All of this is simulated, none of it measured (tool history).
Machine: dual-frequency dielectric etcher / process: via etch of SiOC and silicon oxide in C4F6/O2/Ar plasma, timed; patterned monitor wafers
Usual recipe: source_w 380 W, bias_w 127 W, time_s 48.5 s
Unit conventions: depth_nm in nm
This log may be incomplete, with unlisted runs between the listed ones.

| run | day | source_w | bias_w | time_s | wafers since the last listed run | hours since the last wet clean | hours since the last source power generator calibration | hours since the last bias power generator calibration | hours since the last upper electrode change | hours since the gauge calibration | read-back reference wafer on the same gauge, depth_nm | depth_nm |
|---|---|---|---|---|---|---|---|---|---|---|---|---|
| 1 | 0 | 380 | 140 | 41 | 0 | 189.4 | 2592 | 4026.6 | 1929 | 330.9 | 39.95 | 41.84 |
| 2 | 1.583 | 380 | 140 | 41 | 437 | 227.4 | 2630 | 4064.6 | 1967 | 368.9 | 39.99 | 42 |
| 3 | 4.271 | 380 | 140 | 41 | 742 | 291.9 | 2694.5 | 4129.1 | 2031.5 | 433.4 | 40.04 | 42.38 |
| 4 | 5.838 | 380 | 137 | 48.5 | 432 | 329.5 | 2732.1 | 4166.7 | 2069.1 | 471 | 40.04 | 49.09 |
|  | 8.192 | wet clean of the chamber |
| 5 | 8.696 | 380 | 137 | 48.5 | 513 | 12.1 | 2800.7 | 4235.3 | 2137.7 | 539.6 | 40.05 | 49.08 |
| 6 | 11.529 | 380 | 137 | 48.5 | 782 | 80.1 | 2868.7 | 4303.3 | 2205.7 | 607.6 | 40.05 | 48.86 |
| 7 | 13.758 | 380 | 127 | 48.5 | 615 | 133.6 | 2922.2 | 4356.8 | 2259.2 | 661.1 | 39.97 | 47.82 |
|  | 14.358 | gauge calibrated |
| 8 | 16.675 | 380 | 127 | 56 | 805 | 203.6 | 2992.2 | 4426.8 | 2329.2 | 55.6 | 39.98 | 55.5 |
|  | 18.838 | bias power generator calibrated |
| 9 | 19.371 | 380 | 127 | 48.5 | 698 | 268.3 | 3056.9 | 12.8 | 2393.9 | 120.3 | 39.94 | 47.52 |
| 10 | 20.675 | 480 | 155 | 62.5 | 360 | 299.6 | 3088.2 | 44.1 | 2425.2 | 151.6 | 39.98 | 74.21 |
|  | 22.954 | source power generator calibrated |
|  | 23.312 | upper electrode replaced |
| 11 | 23.333 | 430 | 144 | 48.5 | 589 | 363.4 | 9.1 | 107.9 | 0.5 | 215.4 | 39.96 | 53.09 |
|  | 25.617 | wet clean of the chamber |
| 12 | 25.833 | 320 | 158 | 42.5 | 414 | 5.2 | 69.1 | 167.9 | 60.5 | 275.4 | 40.02 | 41.58 |
| 13 | 27.854 | 380 | 137 | 39.5 | 558 | 53.7 | 117.6 | 216.4 | 109 | 323.9 | 39.99 | 40 |
| 14 | 30.475 | 380 | 127 | 48.5 | 723 | 116.6 | 180.5 | 279.3 | 171.9 | 386.8 | 39.98 | 48.49 |
| 15 | 31.85 | 460 | 127 | 44.5 | 379 | 149.6 | 213.5 | 312.3 | 204.9 | 419.8 | 39.97 | 48.48 |
| 16 | 34.229 | 380 | 118 | 62.5 | 656 | 206.7 | 270.6 | 369.4 | 262 | 476.9 | 40.09 | 60.75 |

Branching from run 16: 3 alternative next runs. What would each branch give?
| A | 34.246 | 380 | 127 | 48.5 | 4 | 207.1 | 271 | 369.8 | 262.4 | 477.3 | ? | ? |
| B | 34.246 | 380 | 98 | 36 | 4 | 207.1 | 271 | 369.8 | 262.4 | 477.3 | ? | ? |
| C | 34.246 | 380 | 110 | 39.5 | 4 | 207.1 | 271 | 369.8 | 262.4 | 477.3 | ? | ? |

| run | read-back reference wafer on the same gauge, depth_nm | depth_nm |
|---|---|---|
| A | 40.06 | 47.79 |
| B | 40.06 | 32.74 |
| C | 40.06 | 37.21 |
Without the tool's hidden state the same runs would have given:
| run | depth_nm |
|---|---|
| A | 47.79 |
| B | 32.74 |
| C | 37.21 |
